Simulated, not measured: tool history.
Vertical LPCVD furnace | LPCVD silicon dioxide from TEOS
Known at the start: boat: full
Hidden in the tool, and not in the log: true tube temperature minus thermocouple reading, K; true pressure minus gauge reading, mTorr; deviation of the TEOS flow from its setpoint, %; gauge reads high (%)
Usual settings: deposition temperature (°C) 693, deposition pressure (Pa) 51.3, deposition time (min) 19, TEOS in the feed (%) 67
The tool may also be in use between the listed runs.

run   hour  deposition temperature (°C)  deposition pressure (Pa)  deposition time (min)  TEOS in the feed (%)  wafers since the last listed run  hours since the last temperature calibration  hours since the pressure gauge was zeroed  hours since the TEOS flow controller was replaced  hours since the gauge calibration  read-back reference wafer on the same gauge, thickness  film thickness on the monitor wafer in the middle of the boat (Å)
  1      0                          693                      51.3                     19                    67                                 0                                        1388.9                                     2238.3                                             5157.7                               69.2                                                  129.04                                                               1403
  2   14.6                          693                      51.3                     19                    67                               311                                        1403.5                                     2252.9                                             5172.3                               83.8                                                  129.01                                                             1399.5
  3   21.9                          693                      51.3                     19                    67                               155                                        1410.8                                     2260.2                                             5179.6                               91.1                                                  129.08                                                               1408
  4   35.7                          693                      51.3                     19                    67                               294                                        1424.6                                       2274                                             5193.4                              104.9                                                  128.99                                                             1400.5
  5   47.5                          693                      51.3                     19                    67                               251                                        1436.4                                     2285.8                                             5205.2                              116.7                                                  129.01                                                             1410.2
  6   53.8                          693                      51.3                     19                    67                               134                                        1442.7                                     2292.1                                             5211.5                                123                                                  129.01                                                             1410.7
  7   64.9                          693                      51.3                     19                    67                               236                                        1453.8                                     2303.2                                             5222.6                              134.1                                                  128.99                                                               1412
  8   80.3                          687                      51.3                   23.5                    67                               328                                        1469.2                                     2318.6                                               5238                              149.5                                                  128.93                                                             1516.2
  9   94.4                          693                      51.3                     19                    77                               300                                        1483.3                                     2332.7                                             5252.1                              163.6                                                  128.98                                                             1510.8
     123.6  -- pressure gauge zeroed
 10  124.1                          693                      51.3                     19                    77                               121                                          1513                                        0.5                                             5281.8                              193.3                                                  129.17                                                             1529.8
 11  133.1                          693                      51.3                     19                    77                               191                                          1522                                        9.5                                             5290.8                              202.3                                                     129                                                             1517.6
     163.4  -- TEOS flow controller replaced
     168.8  -- thermocouples replaced and temperature profile calibrated
 12  169.3                          700                      39.3                     21                    75                               145                                           0.5                                       45.7                                                5.9                              238.5                                                  129.14                                                             1536.9
 13  173.3                          693                      51.3                     19                    67                                85                                           4.5                                       49.7                                                9.9                              242.5                                                  129.08                                                             1276.6
 14  177.2                          693                        44                     19                    67                                83                                           8.4                                       53.6                                               13.8                              246.4                                                  128.89                                                             1185.2
 15  181.2                          704                      51.3                     19                    67                                85                                          12.4                                       57.6                                               17.8                              250.4                                                  129.11                                                             1650.7
 16  185.1                          704                      42.7                     21                    57                                83                                          16.3                                       61.5                                               21.7                              254.3                                                  128.94                                                             1540.1
 17  195.5                          693                      44.7                   12.5                    58                               221                                          26.7                                       71.9                                               32.1                              264.7                                                  129.06                                                              727.9
     197.1  -- gauge calibrated
 18  208.7                          693                      51.3                     19                    67                               281                                          39.9                                       85.1                                               45.3                               11.6                                                  128.99                                                             1281.3
 19  221.1                          693                      51.3                     19                    67                               264                                          52.3                                       97.5                                               57.7                                 24                                                  129.07                                                             1283.5
 20  238.5                          687                      51.3                   22.5                    76                               370                                          69.7                                      114.9                                               75.1                               41.4                                                  128.93                                                             1406.7
 21    247                          683                      51.3                     17                    57                               181                                          78.2                                      123.4                                               83.6                               49.9                                                     129                                                                836
 22  263.7                          693                      51.3                     19                    67                               355                                          94.9                                      140.1                                              100.3                               66.6                                                  129.04                                                               1282
 23    274                          693                        48                     25                    63                               219                                         105.2                                      150.4                                              110.6                               76.9                                                  128.93                                                             1578.3

3 ways to go on from here, each from the tool as it stands after run 23. What would each give?
  A   278                          693                      51.3                     19                    67                                85                                         109.2                                      154.4                                              114.6                               80.9                                                       ?                                                                  ?
  B   278                          693                      43.3                     19                    67                                85                                         109.2                                      154.4                                              114.6                               80.9                                                       ?                                                                  ?
  C   278                          690                        48                     24                    57                                85                                         109.2                                      154.4                                              114.6                               80.9                                                       ?                                                                  ?

run  read-back reference wafer on the same gauge, thickness  film thickness on the monitor wafer in the middle of the boat (Å)
  A                                                  128.96                                                             1274.5
  B                                                  128.96                                                               1171
  C                                                  128.96                                                             1337.5
Without the tool's hidden state the same runs would have given:
run  film thickness on the monitor wafer in the middle of the boat (Å)
  A                                                             1266.3
  B                                                             1163.5
  C                                                             1328.8
